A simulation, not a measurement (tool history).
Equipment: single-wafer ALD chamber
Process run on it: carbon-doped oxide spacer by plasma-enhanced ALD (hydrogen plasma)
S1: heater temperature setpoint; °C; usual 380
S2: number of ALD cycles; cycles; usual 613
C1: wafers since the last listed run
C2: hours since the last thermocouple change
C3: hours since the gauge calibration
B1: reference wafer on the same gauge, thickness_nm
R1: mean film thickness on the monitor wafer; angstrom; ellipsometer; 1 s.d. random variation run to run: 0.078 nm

run 1 hour=0.0 | S1=380 S2=613 | C1=0 C2=2478.1 C3=4.7 | B1=28.578 | R1=311.73
run 2 hour=7.0 | S1=380 S2=613 | C1=6 C2=2485.1 C3=11.7 | B1=28.561 | R1=310.98
run 3 hour=23.6 | S1=380 S2=613 | C1=14 C2=2501.7 C3=28.3 | B1=28.581 | R1=310.74
run 4 hour=77.3 | S1=370 S2=543 | C1=47 C2=2555.4 C3=82.0 | B1=28.609 | R1=276.18
run 5 hour=88.0 | S1=370 S2=543 | C1=9 C2=2566.1 C3=92.7 | B1=28.610 | R1=275.65
run 6 hour=103.1 | S1=370 S2=543 | C1=13 C2=2581.2 C3=107.8 | B1=28.647 | R1=275.88
run 7 hour=118.8 | S1=380 S2=613 | C1=13 C2=2596.9 C3=123.5 | B1=28.653 | R1=311.11
run 8 hour=134.9 | S1=380 S2=613 | C1=14 C2=2613.0 C3=139.6 | B1=28.657 | R1=310.88
run 9 hour=152.0 | S1=380 S2=613 | C1=15 C2=2630.1 C3=156.7 | B1=28.687 | R1=313.03
run 10 hour=168.9 | S1=380 S2=613 | C1=14 C2=2647.0 C3=173.6 | B1=28.712 | R1=311.76
run 11 hour=178.2 | S1=380 S2=613 | C1=8 C2=2656.3 C3=182.9 | B1=28.736 | R1=310.42
run 12 hour=189.3 | S1=380 S2=613 | C1=9 C2=2667.4 C3=194.0 | B1=28.735 | R1=312.51
run 13 hour=202.3 | S1=388 S2=656 | C1=11 C2=2680.4 C3=207.0 | B1=28.767 | R1=334.47
-- hour=215.9 thermocouple changed; heater temperature recalibrated
run 14 hour=216.2 | S1=393 S2=576 | C1=5 C2=0.3 C3=220.9 | B1=28.774 | R1=294.00
run 15 hour=223.7 | S1=385 S2=613 | C1=6 C2=7.8 C3=228.4 | B1=28.799 | R1=312.72
run 16 hour=241.6 | S1=371 S2=521 | C1=15 C2=25.7 C3=246.3 | B1=28.842 | R1=266.10
-- hour=249.0 gauge calibrated
run 17 hour=249.4 | S1=388 S2=543 | C1=6 C2=33.5 C3=0.4 | B1=28.582 | R1=276.22
run 18 hour=257.1 | S1=385 S2=501 | C1=6 C2=41.2 C3=8.1 | B1=28.585 | R1=254.97
run 19 hour=263.9 | S1=380 S2=613 | C1=6 C2=48.0 C3=14.9 | B1=28.598 | R1=311.51
run 20 hour=271.2 | S1=380 S2=613 | C1=6 C2=55.3 C3=22.2 | B1=28.587 | R1=311.77
run 21 hour=280.1 | S1=386 S2=519 | C1=7 C2=64.2 C3=31.1 | B1=28.596 | R1=263.30
run 22 hour=288.7 | S1=380 S2=613 | C1=7 C2=72.8 C3=39.7 | B1=28.587 | R1=311.33
run 23 hour=302.9 | S1=380 S2=522 | C1=12 C2=87.0 C3=53.9 | B1=28.597 | R1=264.67
run 24 hour=312.4 | S1=367 S2=613 | C1=8 C2=96.5 C3=63.4 | B1=28.583 | R1=312.32

4 options for the next run, each taken on its own from the tool as it stands now. Forecast them:
run A hour=313.7 | S1=380 S2=577 | C1=1 C2=97.8 C3=64.7 | B1=? | R1=?
run B hour=313.7 | S1=368 S2=700 | C1=1 C2=97.8 C3=64.7 | B1=? | R1=?
run C hour=313.7 | S1=380 S2=717 | C1=1 C2=97.8 C3=64.7 | B1=? | R1=?
run D hour=313.7 | S1=373 S2=709 | C1=1 C2=97.8 C3=64.7 | B1=? | R1=?

run=A B1=28.603 R1=293.56
run=B B1=28.603 R1=356.14
run=C B1=28.603 R1=364.79
run=D B1=28.603 R1=360.72
With no hidden state in the tool, these same runs would have given:
run=A R1=293.54
run=B R1=356.11
run=C R1=364.76
run=D R1=360.69
